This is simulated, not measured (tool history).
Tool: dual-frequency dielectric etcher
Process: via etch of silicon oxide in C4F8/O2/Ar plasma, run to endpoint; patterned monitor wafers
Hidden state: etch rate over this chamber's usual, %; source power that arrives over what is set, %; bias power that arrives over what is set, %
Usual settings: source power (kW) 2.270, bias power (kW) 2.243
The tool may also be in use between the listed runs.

run,hour,source power (kW),bias power (kW),wafers since the last listed run,hours since the last wet clean,hours since the last source power generator calibration,hours since the last bias power generator calibration,hours since the last upper electrode change,"incoming incoming film thickness, nm",endpoint time (s)
1,0.0,2.570,2.243,0,339.6,1134.2,2612.0,3525.6,1685.4,263.4
# hour 42.1: wet clean of the chamber
2,42.6,2.570,2.243,95,0.5,1176.8,2654.6,3568.2,1723.9,285.7
3,82.4,2.270,2.451,204,40.3,1216.6,2694.4,3608.0,1693.1,291.4
4,116.4,2.270,2.451,174,74.3,1250.6,2728.4,3642.0,1688.9,292.4
5,187.5,2.270,2.243,364,145.4,1321.7,2799.5,3713.1,1715.2,294.7
6,228.9,2.270,2.243,212,186.8,1363.1,2840.9,3754.5,1697.6,296.1
# hour 235.4: source power generator calibrated
7,274.6,2.520,2.243,213,232.5,39.2,2886.6,3800.2,1704.9,278.4
# hour 299.4: upper electrode replaced
8,378.2,1.830,2.243,408,336.1,142.8,2990.2,78.8,1723.4,338.4
9,412.7,2.790,2.243,177,370.6,177.3,3024.7,113.3,1693.9,251.4
# hour 473.5: wet clean of the chamber
# hour 476.8: bias power generator calibrated
10,477.3,2.270,2.243,191,3.8,241.9,0.5,177.9,1693.6,305.5
11,489.4,2.790,2.243,62,15.9,254.0,12.6,190.0,1714.5,267.0
12,555.1,1.880,1.846,337,81.6,319.7,78.3,255.7,1700.3,358.0
13,581.9,2.270,1.874,137,108.4,346.5,105.1,282.5,1702.2,313.2
14,653.4,2.780,1.684,366,179.9,418.0,176.6,354.0,1706.6,282.9
15,706.1,2.270,1.874,270,232.6,470.7,229.3,406.7,1703.9,311.3

3 ways to go on from here, each from the tool as it stands after run 15. What would each give?
A,706.6,1.710,2.243,2,233.1,471.2,229.8,407.2,1706.6,?
B,706.6,2.270,2.506,2,233.1,471.2,229.8,407.2,1706.6,?
C,706.6,1.900,2.243,2,233.1,471.2,229.8,407.2,1706.6,?

run,endpoint time (s)
A,362.3
B,289.1
C,334.7
Without the tool's hidden state the same runs would have given:
run,endpoint time (s)
A,372.4
B,297.2
C,344.1
